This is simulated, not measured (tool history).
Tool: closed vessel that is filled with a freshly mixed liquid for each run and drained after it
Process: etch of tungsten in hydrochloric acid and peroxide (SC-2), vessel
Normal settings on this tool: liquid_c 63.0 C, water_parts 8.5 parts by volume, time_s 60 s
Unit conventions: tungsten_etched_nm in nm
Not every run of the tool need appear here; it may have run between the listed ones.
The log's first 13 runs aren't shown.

| run | hour | liquid_c | water_parts | time_s | read-back film thickness of the tungsten reference wafer, read on the same gauge (nm) | tungsten_etched_nm |
|---|---|---|---|---|---|---|
|  | 647.7 | gauge calibrated |
| 14 | 648.4 | 63.0 | 8.5 | 60 | 80.01 | 24.03 |
|  | 677.0 | new drum of peroxide connected |
| 15 | 677.5 | 63.0 | 8.5 | 60 | 80.00 | 26.51 |
|  | 775.8 | chemicals flow meter replaced |
|  | 782.4 | thermometer replaced |
| 16 | 817.4 | 63.0 | 8.5 | 60 | 80.00 | 30.74 |
| 17 | 859.8 | 63.0 | 8.5 | 60 | 79.99 | 30.24 |
| 18 | 897.4 | 63.0 | 8.5 | 60 | 80.00 | 30.02 |
| 19 | 933.6 | 63.0 | 8.5 | 60 | 79.99 | 29.84 |
| 20 | 959.1 | 63.0 | 8.5 | 30 | 80.00 | 14.77 |
| 21 | 1027.0 | 63.0 | 8.5 | 60 | 80.00 | 29.73 |
| 22 | 1091.0 | 63.0 | 10.0 | 90 | 79.97 | 39.26 |
| 23 | 1130.3 | 55.5 | 6.0 | 60 | 79.99 | 24.10 |
| 24 | 1195.8 | 58.0 | 6.0 | 30 | 79.97 | 14.00 |
| 25 | 1243.6 | 63.0 | 8.5 | 60 | 79.99 | 29.05 |
| 26 | 1303.4 | 63.0 | 4.5 | 60 | 80.00 | 45.88 |
| 27 | 1329.9 | 63.0 | 8.5 | 85 | 80.00 | 40.59 |
| 28 | 1377.7 | 63.0 | 8.5 | 90 | 80.00 | 42.36 |
| 29 | 1431.8 | 60.0 | 7.0 | 35 | 80.01 | 15.77 |
| 30 | 1465.1 | 58.0 | 6.0 | 40 | 80.00 | 17.94 |

Predict the results of run 31:
| 31 | 1501.3 | 63.0 | 6.0 | 95 | ? | ? |

read-back film thickness of the tungsten reference wafer, read on the same gauge (nm): 80.00
tungsten_etched_nm: 59.14 nm
On a tool with no hidden condition, and with the same random variation, this run would have come out at tungsten_etched_nm 65.76 nm.
